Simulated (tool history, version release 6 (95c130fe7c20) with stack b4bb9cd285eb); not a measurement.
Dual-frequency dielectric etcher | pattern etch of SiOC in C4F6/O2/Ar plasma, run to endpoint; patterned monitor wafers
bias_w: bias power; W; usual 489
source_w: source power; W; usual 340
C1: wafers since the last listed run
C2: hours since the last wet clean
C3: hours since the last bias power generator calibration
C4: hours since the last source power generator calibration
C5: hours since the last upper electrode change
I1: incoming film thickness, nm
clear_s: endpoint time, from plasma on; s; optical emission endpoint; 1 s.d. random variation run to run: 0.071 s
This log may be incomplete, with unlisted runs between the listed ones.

{"run": 1, "hour": 0.0, "bias_w": 564, "source_w": 340, "C1": 0, "C2": 472.7, "C3": 2108.6, "C4": 3223.5, "C5": 2582.5, "I1": 26.85, "clear_s": 9.4}
{"run": 2, "hour": 16.4, "bias_w": 564, "source_w": 340, "C1": 258, "C2": 489.1, "C3": 2125.0, "C4": 3239.9, "C5": 2598.9, "I1": 26.73, "clear_s": 9.5}
{"run": 3, "hour": 32.6, "bias_w": 489, "source_w": 340, "C1": 255, "C2": 505.3, "C3": 2141.2, "C4": 3256.1, "C5": 2615.1, "I1": 26.91, "clear_s": 10.1}
{"run": 4, "hour": 39.7, "bias_w": 489, "source_w": 340, "C1": 111, "C2": 512.4, "C3": 2148.3, "C4": 3263.2, "C5": 2622.2, "I1": 26.59, "clear_s": 9.9}
{"run": 5, "hour": 51.4, "bias_w": 489, "source_w": 300, "C1": 184, "C2": 524.1, "C3": 2160.0, "C4": 3274.9, "C5": 2633.9, "I1": 26.92, "clear_s": 10.4}
{"run": 6, "hour": 59.3, "bias_w": 489, "source_w": 340, "C1": 124, "C2": 532.0, "C3": 2167.9, "C4": 3282.8, "C5": 2641.8, "I1": 26.95, "clear_s": 10.0}
{"run": 7, "hour": 71.2, "bias_w": 489, "source_w": 340, "C1": 187, "C2": 543.9, "C3": 2179.8, "C4": 3294.7, "C5": 2653.7, "I1": 26.74, "clear_s": 9.9}
{"hour": 78.5, "done": "source power generator calibrated"}
{"hour": 101.3, "done": "wet clean of the chamber"}
{"hour": 101.9, "done": "upper electrode replaced"}
{"run": 8, "hour": 102.4, "bias_w": 489, "source_w": 340, "C1": 59, "C2": 1.1, "C3": 2211.0, "C4": 23.9, "C5": 0.5, "I1": 26.71, "clear_s": 10.0}
{"run": 9, "hour": 102.7, "bias_w": 489, "source_w": 340, "C1": 4, "C2": 1.4, "C3": 2211.3, "C4": 24.2, "C5": 0.8, "I1": 26.82, "clear_s": 10.0}
{"run": 10, "hour": 103.0, "bias_w": 489, "source_w": 340, "C1": 4, "C2": 1.7, "C3": 2211.6, "C4": 24.5, "C5": 1.1, "I1": 26.77, "clear_s": 10.0}
{"run": 11, "hour": 107.5, "bias_w": 489, "source_w": 340, "C1": 70, "C2": 6.2, "C3": 2216.1, "C4": 29.0, "C5": 5.6, "I1": 26.67, "clear_s": 10.0}
{"run": 12, "hour": 119.3, "bias_w": 489, "source_w": 340, "C1": 185, "C2": 18.0, "C3": 2227.9, "C4": 40.8, "C5": 17.4, "I1": 26.66, "clear_s": 10.0}
{"run": 13, "hour": 128.7, "bias_w": 489, "source_w": 340, "C1": 147, "C2": 27.4, "C3": 2237.3, "C4": 50.2, "C5": 26.8, "I1": 26.91, "clear_s": 10.1}
{"run": 14, "hour": 145.8, "bias_w": 489, "source_w": 340, "C1": 269, "C2": 44.5, "C3": 2254.4, "C4": 67.3, "C5": 43.9, "I1": 26.68, "clear_s": 10.0}
{"run": 15, "hour": 159.9, "bias_w": 532, "source_w": 320, "C1": 221, "C2": 58.6, "C3": 2268.5, "C4": 81.4, "C5": 58.0, "I1": 26.65, "clear_s": 9.9}
{"run": 16, "hour": 166.9, "bias_w": 544, "source_w": 380, "C1": 110, "C2": 65.6, "C3": 2275.5, "C4": 88.4, "C5": 65.0, "I1": 26.87, "clear_s": 9.4}
{"run": 17, "hour": 176.7, "bias_w": 489, "source_w": 340, "C1": 154, "C2": 75.4, "C3": 2285.3, "C4": 98.2, "C5": 74.8, "I1": 26.82, "clear_s": 10.0}
{"run": 18, "hour": 184.1, "bias_w": 424, "source_w": 310, "C1": 116, "C2": 82.8, "C3": 2292.7, "C4": 105.6, "C5": 82.2, "I1": 26.74, "clear_s": 10.7}
{"run": 19, "hour": 210.4, "bias_w": 489, "source_w": 340, "C1": 414, "C2": 109.1, "C3": 2319.0, "C4": 131.9, "C5": 108.5, "I1": 26.75, "clear_s": 10.2}
{"hour": 217.3, "done": "bias power generator calibrated"}
{"run": 20, "hour": 221.0, "bias_w": 371, "source_w": 370, "C1": 103, "C2": 119.7, "C3": 3.7, "C4": 142.5, "C5": 119.1, "I1": 26.55, "clear_s": 10.7}
{"run": 21, "hour": 236.3, "bias_w": 399, "source_w": 290, "C1": 240, "C2": 135.0, "C3": 19.0, "C4": 157.8, "C5": 134.4, "I1": 26.71, "clear_s": 11.1}
{"run": 22, "hour": 254.2, "bias_w": 444, "source_w": 340, "C1": 281, "C2": 152.9, "C3": 36.9, "C4": 175.7, "C5": 152.3, "I1": 26.59, "clear_s": 10.3}
{"run": 23, "hour": 270.2, "bias_w": 489, "source_w": 260, "C1": 251, "C2": 168.9, "C3": 52.9, "C4": 191.7, "C5": 168.3, "I1": 26.62, "clear_s": 10.4}
{"run": 24, "hour": 282.2, "bias_w": 370, "source_w": 390, "C1": 188, "C2": 180.9, "C3": 64.9, "C4": 203.7, "C5": 180.3, "I1": 26.82, "clear_s": 10.7}
{"run": 25, "hour": 290.8, "bias_w": 489, "source_w": 270, "C1": 135, "C2": 189.5, "C3": 73.5, "C4": 212.3, "C5": 188.9, "I1": 26.62, "clear_s": 10.4}
{"run": 26, "hour": 297.2, "bias_w": 489, "source_w": 340, "C1": 100, "C2": 195.9, "C3": 79.9, "C4": 218.7, "C5": 195.3, "I1": 26.9, "clear_s": 10.1}
{"run": 27, "hour": 314.7, "bias_w": 371, "source_w": 370, "C1": 275, "C2": 213.4, "C3": 97.4, "C4": 236.2, "C5": 212.8, "I1": 26.58, "clear_s": 10.7}
{"run": 28, "hour": 325.0, "bias_w": 558, "source_w": 340, "C1": 162, "C2": 223.7, "C3": 107.7, "C4": 246.5, "C5": 223.1, "I1": 26.98, "clear_s": 9.5}
{"run": 29, "hour": 340.5, "bias_w": 489, "source_w": 400, "C1": 244, "C2": 239.2, "C3": 123.2, "C4": 262.0, "C5": 238.6, "I1": 26.59, "clear_s": 9.6}
{"run": 30, "hour": 349.3, "bias_w": 544, "source_w": 380, "C1": 138, "C2": 248.0, "C3": 132.0, "C4": 270.8, "C5": 247.4, "I1": 26.68, "clear_s": 9.4}
{"run": 31, "hour": 362.6, "bias_w": 489, "source_w": 380, "C1": 209, "C2": 261.3, "C3": 145.3, "C4": 284.1, "C5": 260.7, "I1": 26.55, "clear_s": 9.7}

Run 32 is up next; what results do you expect?
{"run": 32, "hour": 370.7, "bias_w": 489, "source_w": 410, "C1": 127, "C2": 269.4, "C3": 153.4, "C4": 292.2, "C5": 268.8, "I1": 26.71, "clear_s": "?"}

{"run 32": {"clear_s": 9.7}}
Minus the tool's unlogged condition, the same run would have read clear_s 9.7 s.
